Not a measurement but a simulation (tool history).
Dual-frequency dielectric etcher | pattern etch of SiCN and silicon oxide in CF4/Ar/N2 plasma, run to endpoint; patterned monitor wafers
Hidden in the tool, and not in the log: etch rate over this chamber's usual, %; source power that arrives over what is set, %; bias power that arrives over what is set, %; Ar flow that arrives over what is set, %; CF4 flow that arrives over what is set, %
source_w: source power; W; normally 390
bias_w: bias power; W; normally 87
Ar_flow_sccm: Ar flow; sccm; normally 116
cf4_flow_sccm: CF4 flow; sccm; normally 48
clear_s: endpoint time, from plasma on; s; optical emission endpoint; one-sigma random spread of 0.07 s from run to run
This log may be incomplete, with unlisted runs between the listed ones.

run     day  source_w  bias_w  Ar_flow_sccm  cf4_flow_sccm  wafers since the last listed run  hours since the last wet clean  hours since the last source power generator calibration  hours since the last bias power generator calibration  hours since the last Ar flow controller change  hours since the last CF4 flow controller change  hours since the last upper electrode change  incoming incoming film thickness, nm  clear_s
  1   0.000       390      70           116             48                                 0                           202.8                                                   1712.4                                                 1389.7                                          2914.2                                           1886.8                                       3058.0                                 13.59     19.9
      9.692  -- wet clean of the chamber
  2   9.712       390      70           116             48                              3852                             0.5                                                   1945.5                                                 1622.8                                          3147.3                                           2119.9                                       3291.1                                 13.68     19.9
  3  10.908       390      87           116             48                               528                            29.2                                                   1974.2                                                 1651.5                                          3176.0                                           2148.6                                       3319.8                                 13.59     18.5
  4  17.696       390      87           116             48                              3001                           192.1                                                   2137.1                                                 1814.4                                          3338.9                                           2311.5                                       3482.7                                 13.51     18.4
  5  20.479       390      87           116             48                              1230                           258.9                                                   2203.9                                                 1881.2                                          3405.7                                           2378.3                                       3549.5                                 13.72     18.7
  6  24.108       390      87           116             48                              1604                           346.0                                                   2291.0                                                 1968.3                                          3492.8                                           2465.4                                       3636.6                                 13.49     18.4
     25.021  -- source power generator calibrated
     25.371  -- bias power generator calibrated
  7  26.838       390      87           116             48                              1059                           411.5                                                     43.6                                                   35.2                                          3558.3                                           2530.9                                       3702.1                                 13.81     18.7
     28.821  -- wet clean of the chamber
  8  31.142       390      87           116             48                              1460                            55.7                                                    146.9                                                  138.5                                          3661.6                                           2634.2                                       3805.4                                 13.74     18.6
     34.888  -- CF4 flow controller replaced
  9  35.554       390      92           116             48                              1840                           161.6                                                    252.8                                                  244.4                                          3767.5                                             16.0                                       3911.3                                 13.74     18.3
     37.950  -- upper electrode replaced
 10  37.971       390      87           116             48                               626                           219.6                                                    310.8                                                  302.4                                          3825.5                                             74.0                                          0.5                                 13.67     18.6
 11  41.992       390      80           116             44                              1777                           316.1                                                    407.3                                                  398.9                                          3922.0                                            170.5                                         97.0                                 13.80     19.5
 12  43.671       390     100           116             48                               742                           356.4                                                    447.6                                                  439.2                                          3962.3                                            210.8                                        137.3                                 13.75     17.8
 13  45.717       390      87           106             48                               904                           405.5                                                    496.7                                                  488.3                                          4011.4                                            259.9                                        186.4                                 13.72     18.3
     46.700  -- Ar flow controller replaced
     47.912  -- wet clean of the chamber
 14  49.025       390      87           116             48                               910                            26.7                                                    576.1                                                  567.7                                            55.8                                            339.3                                        265.8                                 13.69     18.7
 15  51.404       390      96           116             48                              1051                            83.8                                                    633.2                                                  624.8                                           112.9                                            396.4                                        322.9                                 13.68     18.1
 16  53.967       340      87            89             52                              1132                           145.3                                                    694.7                                                  686.3                                           174.4                                            457.9                                        384.4                                 13.72     20.1
 17  55.479       390      87           116             48                               668                           181.6                                                    731.0                                                  722.6                                           210.7                                            494.2                                        420.7                                 13.52     18.4
 18  58.854       300      73           135             58                              1492                           262.6                                                    812.0                                                  803.6                                           291.7                                            575.2                                        501.7                                 13.79     25.9
     67.162  -- wet clean of the chamber
 19  69.117       390      77           140             48                              4095                            46.9                                                   1058.3                                                 1049.9                                           538.0                                            821.5                                        748.0                                 13.73     20.3
 20  71.971       390      87           116             48                              1261                           115.4                                                   1126.8                                                 1118.4                                           606.5                                            890.0                                        816.5                                 13.63     18.6
 21  76.138       390      75           116             58                              1842                           215.4                                                   1226.8                                                 1218.4                                           706.5                                            990.0                                        916.5                                 13.75     19.2
 22  80.125       390      87            99             48                              1763                           311.1                                                   1322.5                                                 1314.1                                           802.2                                           1085.7                                       1012.2                                 13.79     18.1
 23  83.658       330      87           116             37                              1562                           395.9                                                   1407.3                                                 1398.9                                           887.0                                           1170.5                                       1097.0                                 13.72     23.3
     86.771  -- wet clean of the chamber
 24  86.950       390      96           116             48                              1013                             4.3                                                   1486.3                                                 1477.9                                           966.0                                           1249.5                                       1176.0                                 13.61     18.1

Each row is a separate what-if for the run after 24, all from the same tool condition, not one after another. Results?
  A  86.967       390      87           116             48                                 7                             4.7                                                   1486.7                                                 1478.3                                           966.4                                           1249.9                                       1176.4                                 13.86        ?
  B  86.967       350      87           132             39                                 7                             4.7                                                   1486.7                                                 1478.3                                           966.4                                           1249.9                                       1176.4                                 13.86        ?
  C  86.967       430      87           116             48                                 7                             4.7                                                   1486.7                                                 1478.3                                           966.4                                           1249.9                                       1176.4                                 13.86        ?
  D  86.967       470     102            93             53                                 7                             4.7                                                   1486.7                                                 1478.3                                           966.4                                           1249.9                                       1176.4                                 13.86        ?

run  clear_s
  A     18.9
  B     22.3
  C     17.2
  D     14.1
What these runs would have given with no unlogged condition in the tool:
run  clear_s
  A     18.5
  B     21.8
  C     16.8
  D     13.8

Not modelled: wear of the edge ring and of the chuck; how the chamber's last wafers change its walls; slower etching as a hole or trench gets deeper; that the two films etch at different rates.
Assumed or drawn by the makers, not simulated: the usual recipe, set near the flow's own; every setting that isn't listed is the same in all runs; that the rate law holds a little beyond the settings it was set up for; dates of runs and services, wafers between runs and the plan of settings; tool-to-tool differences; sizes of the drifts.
